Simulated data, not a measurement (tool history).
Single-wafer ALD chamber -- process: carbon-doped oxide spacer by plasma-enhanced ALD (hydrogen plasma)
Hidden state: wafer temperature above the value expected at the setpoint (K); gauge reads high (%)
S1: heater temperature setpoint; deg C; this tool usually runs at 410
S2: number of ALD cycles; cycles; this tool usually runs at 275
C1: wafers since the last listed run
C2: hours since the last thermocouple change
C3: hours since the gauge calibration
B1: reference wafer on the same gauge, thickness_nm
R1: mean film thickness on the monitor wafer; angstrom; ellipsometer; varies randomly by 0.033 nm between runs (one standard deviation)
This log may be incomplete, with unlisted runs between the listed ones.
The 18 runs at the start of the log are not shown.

{"hour": 238.8, "done": "gauge calibrated"}
{"run": 19, "hour": 244.7, "S1": 410, "S2": 275, "C1": 9, "C2": 33.6, "C3": 5.9, "B1": 12.726, "R1": 133.53}
{"run": 20, "hour": 258.7, "S1": 410, "S2": 293, "C1": 17, "C2": 47.6, "C3": 19.9, "B1": 12.739, "R1": 142.16}
{"run": 21, "hour": 275.8, "S1": 397, "S2": 275, "C1": 21, "C2": 64.7, "C3": 37, "B1": 12.761, "R1": 138.24}
{"run": 22, "hour": 287.8, "S1": 414, "S2": 307, "C1": 15, "C2": 76.7, "C3": 49, "B1": 12.761, "R1": 147.87}
{"run": 23, "hour": 302.1, "S1": 401, "S2": 300, "C1": 18, "C2": 91, "C3": 63.3, "B1": 12.781, "R1": 150.2}
{"run": 24, "hour": 313.1, "S1": 421, "S2": 251, "C1": 14, "C2": 102, "C3": 74.3, "B1": 12.792, "R1": 119.18}
{"run": 25, "hour": 326.7, "S1": 410, "S2": 230, "C1": 17, "C2": 115.6, "C3": 87.9, "B1": 12.812, "R1": 112.46}
{"run": 26, "hour": 334.0, "S1": 410, "S2": 275, "C1": 9, "C2": 122.9, "C3": 95.2, "B1": 12.801, "R1": 134.73}
{"run": 27, "hour": 342.6, "S1": 424, "S2": 229, "C1": 10, "C2": 131.5, "C3": 103.8, "B1": 12.81, "R1": 107.95}
{"run": 28, "hour": 358.6, "S1": 404, "S2": 275, "C1": 20, "C2": 147.5, "C3": 119.8, "B1": 12.807, "R1": 136.44}
{"run": 29, "hour": 374.1, "S1": 410, "S2": 275, "C1": 19, "C2": 163, "C3": 135.3, "B1": 12.832, "R1": 134.79}
{"run": 30, "hour": 387.8, "S1": 396, "S2": 275, "C1": 17, "C2": 176.7, "C3": 149, "B1": 12.834, "R1": 138.78}
{"run": 31, "hour": 397.0, "S1": 401, "S2": 312, "C1": 11, "C2": 185.9, "C3": 158.2, "B1": 12.832, "R1": 156.08}
{"run": 32, "hour": 411.4, "S1": 405, "S2": 257, "C1": 18, "C2": 200.3, "C3": 172.6, "B1": 12.83, "R1": 127.74}
{"run": 33, "hour": 422.3, "S1": 400, "S2": 307, "C1": 13, "C2": 211.2, "C3": 183.5, "B1": 12.826, "R1": 154.57}
{"run": 34, "hour": 439.0, "S1": 397, "S2": 299, "C1": 21, "C2": 227.9, "C3": 200.2, "B1": 12.839, "R1": 151.65}
{"run": 35, "hour": 450.5, "S1": 414, "S2": 247, "C1": 14, "C2": 239.4, "C3": 211.7, "B1": 12.838, "R1": 119.55}
{"run": 36, "hour": 470.7, "S1": 416, "S2": 238, "C1": 25, "C2": 259.6, "C3": 231.9, "B1": 12.839, "R1": 114.83}
{"run": 37, "hour": 485.6, "S1": 400, "S2": 225, "C1": 18, "C2": 274.5, "C3": 246.8, "B1": 12.843, "R1": 113.68}
{"hour": 492.9, "done": "gauge calibrated"}
{"run": 38, "hour": 498.8, "S1": 403, "S2": 250, "C1": 16, "C2": 287.7, "C3": 5.9, "B1": 12.704, "R1": 123.48}
{"run": 39, "hour": 513.2, "S1": 410, "S2": 275, "C1": 18, "C2": 302.1, "C3": 20.3, "B1": 12.715, "R1": 133.96}
{"run": 40, "hour": 530.4, "S1": 421, "S2": 308, "C1": 21, "C2": 319.3, "C3": 37.5, "B1": 12.746, "R1": 145.46}

Predict each of these 5 candidate next runs independently; none follows another, all start after run 40:
{"run": "A", "hour": 531.2, "S1": 410, "S2": 313, "C1": 1, "C2": 320.1, "C3": 38.3, "B1": "?", "R1": "?"}
{"run": "B", "hour": 531.2, "S1": 396, "S2": 300, "C1": 1, "C2": 320.1, "C3": 38.3, "B1": "?", "R1": "?"}
{"run": "C", "hour": 531.2, "S1": 396, "S2": 319, "C1": 1, "C2": 320.1, "C3": 38.3, "B1": "?", "R1": "?"}
{"run": "D", "hour": 531.2, "S1": 406, "S2": 275, "C1": 1, "C2": 320.1, "C3": 38.3, "B1": "?", "R1": "?"}
{"run": "E", "hour": 531.2, "S1": 404, "S2": 330, "C1": 1, "C2": 320.1, "C3": 38.3, "B1": "?", "R1": "?"}

run=A B1=12.739 R1=152.23
run=B B1=12.739 R1=150.42
run=C B1=12.739 R1=159.94
run=D B1=12.739 R1=135.2
run=E B1=12.739 R1=163.11
Without the tool's hidden state the same runs would have given:
run=A R1=151.72
run=B R1=149.91
run=C R1=159.41
run=D R1=134.75
run=E R1=162.57

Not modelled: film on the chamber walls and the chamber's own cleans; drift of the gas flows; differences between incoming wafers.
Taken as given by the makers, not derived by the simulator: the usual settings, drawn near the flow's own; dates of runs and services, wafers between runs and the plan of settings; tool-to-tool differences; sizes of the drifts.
